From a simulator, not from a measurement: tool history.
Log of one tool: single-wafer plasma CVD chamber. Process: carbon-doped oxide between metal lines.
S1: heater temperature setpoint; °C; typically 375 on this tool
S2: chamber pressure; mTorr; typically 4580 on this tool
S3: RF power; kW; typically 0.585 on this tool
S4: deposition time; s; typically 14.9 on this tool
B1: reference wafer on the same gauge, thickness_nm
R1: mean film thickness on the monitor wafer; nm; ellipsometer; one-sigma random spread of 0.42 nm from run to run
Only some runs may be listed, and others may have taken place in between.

run 1 hour=0 | S1=375 S2=4340 S3=0.615 S4=14.9 | B1=78.503 | R1=79.239
run 2 hour=45.4 | S1=375 S2=4340 S3=0.615 S4=14.9 | B1=78.414 | R1=78.389
run 3 hour=93.5 | S1=375 S2=4580 S3=0.585 S4=14.9 | B1=78.482 | R1=77.52
run 4 hour=164.6 | S1=375 S2=4580 S3=0.585 S4=14.9 | B1=78.626 | R1=76.935
run 5 hour=196.3 | S1=375 S2=4580 S3=0.585 S4=14.9 | B1=78.518 | R1=77.153
run 6 hour=223.7 | S1=375 S2=4580 S3=0.585 S4=14.9 | B1=78.557 | R1=76.829
run 7 hour=258.3 | S1=375 S2=4580 S3=0.585 S4=14.9 | B1=78.505 | R1=77.806
run 8 hour=300.5 | S1=375 S2=4580 S3=0.585 S4=14.9 | B1=78.431 | R1=76.851
run 9 hour=361.4 | S1=375 S2=4990 S3=0.585 S4=14.9 | B1=78.602 | R1=78.438
run 10 hour=431.9 | S1=375 S2=4580 S3=0.585 S4=14.9 | B1=78.562 | R1=77.638
run 11 hour=486.7 | S1=375 S2=4580 S3=0.585 S4=14.9 | B1=78.601 | R1=77.051
run 12 hour=554.2 | S1=375 S2=4580 S3=0.585 S4=14.9 | B1=78.605 | R1=77.524
run 13 hour=583.7 | S1=375 S2=5600 S3=0.48 S4=14.9 | B1=78.376 | R1=69.918
run 14 hour=635.6 | S1=375 S2=4580 S3=0.585 S4=14.9 | B1=78.487 | R1=77.857
run 15 hour=661.3 | S1=381 S2=4070 S3=0.53 S4=14.9 | B1=78.604 | R1=70.242
run 16 hour=695.4 | S1=370 S2=5450 S3=0.48 S4=12.1 | B1=78.39 | R1=57.394
run 17 hour=756.8 | S1=375 S2=4580 S3=0.585 S4=14.9 | B1=78.604 | R1=78.082
run 18 hour=795.9 | S1=367 S2=4580 S3=0.585 S4=14.9 | B1=78.377 | R1=78.857
run 19 hour=844 | S1=370 S2=5490 S3=0.53 S4=17.6 | B1=78.464 | R1=88.945
run 20 hour=886.4 | S1=361 S2=4580 S3=0.585 S4=14.9 | B1=78.565 | R1=79.7
run 21 hour=998.9 | S1=368 S2=4580 S3=0.585 S4=13.5 | B1=78.473 | R1=71.469

Put back what was entered between runs (5 entries, withheld): which listed runs does each sit between, and how does the hidden state differ from the listed run before to the listed run after?
Logged between run 8 and run 9: gauge calibrated (hour 341.7)
  both runs share identical hidden conditions
Logged between run 10 and run 11: capacitance manometer re-zeroed and calibrated (hour 453.6)
  both runs share identical hidden conditions
Logged between run 13 and run 14: thermocouple changed; heater temperature recalibrated (hour 600.4)
  both runs share identical hidden conditions
Logged between run 14 and run 15: showerhead replaced (hour 660.8)
  both runs share identical hidden conditions
Logged between run 16 and run 17: RF generator calibrated (hour 744.5)
  both runs share identical hidden conditions
